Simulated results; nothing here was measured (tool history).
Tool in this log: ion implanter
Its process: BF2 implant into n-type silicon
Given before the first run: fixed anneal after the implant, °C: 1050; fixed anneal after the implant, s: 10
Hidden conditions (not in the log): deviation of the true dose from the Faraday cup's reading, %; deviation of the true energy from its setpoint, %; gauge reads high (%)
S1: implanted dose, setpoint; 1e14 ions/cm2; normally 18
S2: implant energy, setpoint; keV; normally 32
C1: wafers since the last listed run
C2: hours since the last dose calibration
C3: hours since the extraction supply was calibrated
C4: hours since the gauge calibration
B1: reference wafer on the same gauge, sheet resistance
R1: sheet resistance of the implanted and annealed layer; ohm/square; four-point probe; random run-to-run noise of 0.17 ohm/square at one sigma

| run | hour | S1 | S2 | C1 | C2 | C3 | C4 | B1 | R1 |
|---|---|---|---|---|---|---|---|---|---|
| 1 | 0 | 18 | 32 | 0 | 2179.7 | 3722.2 | 78.4 | 110.97 | 114.49 |
| 2 | 14.6 | 18 | 32 | 277 | 2194.3 | 3736.8 | 93 | 111 | 114.51 |
| 3 | 26.3 | 16.86 | 32 | 222 | 2206 | 3748.5 | 104.7 | 111.02 | 116.6 |
| 4 | 35.5 | 18 | 32 | 175 | 2215.2 | 3757.7 | 113.9 | 111.03 | 114.64 |
| 5 | 49.5 | 18 | 32 | 266 | 2229.2 | 3771.7 | 127.9 | 111.04 | 114.47 |
|  | 92.8 | gauge calibrated |
| 6 | 98.9 | 18 | 32 | 939 | 2278.6 | 3821.1 | 6.1 | 111.03 | 114.91 |
|  | 116.1 | Faraday cup replaced and dose calibrated |
|  | 124.6 | extraction supply calibrated |
| 7 | 125.1 | 18 | 32 | 194 | 9 | 0.5 | 32.3 | 110.93 | 114.78 |

Expected results for the next run?
| 8 | 132.3 | 21.48 | 24 | 136 | 16.2 | 7.7 | 39.5 | ? | ? |

Run 8 measured B1 111, R1 126.29 ohm/square.
On a tool with no hidden condition, and with the same random variation, this run would have come out at R1 126.29 ohm/square.

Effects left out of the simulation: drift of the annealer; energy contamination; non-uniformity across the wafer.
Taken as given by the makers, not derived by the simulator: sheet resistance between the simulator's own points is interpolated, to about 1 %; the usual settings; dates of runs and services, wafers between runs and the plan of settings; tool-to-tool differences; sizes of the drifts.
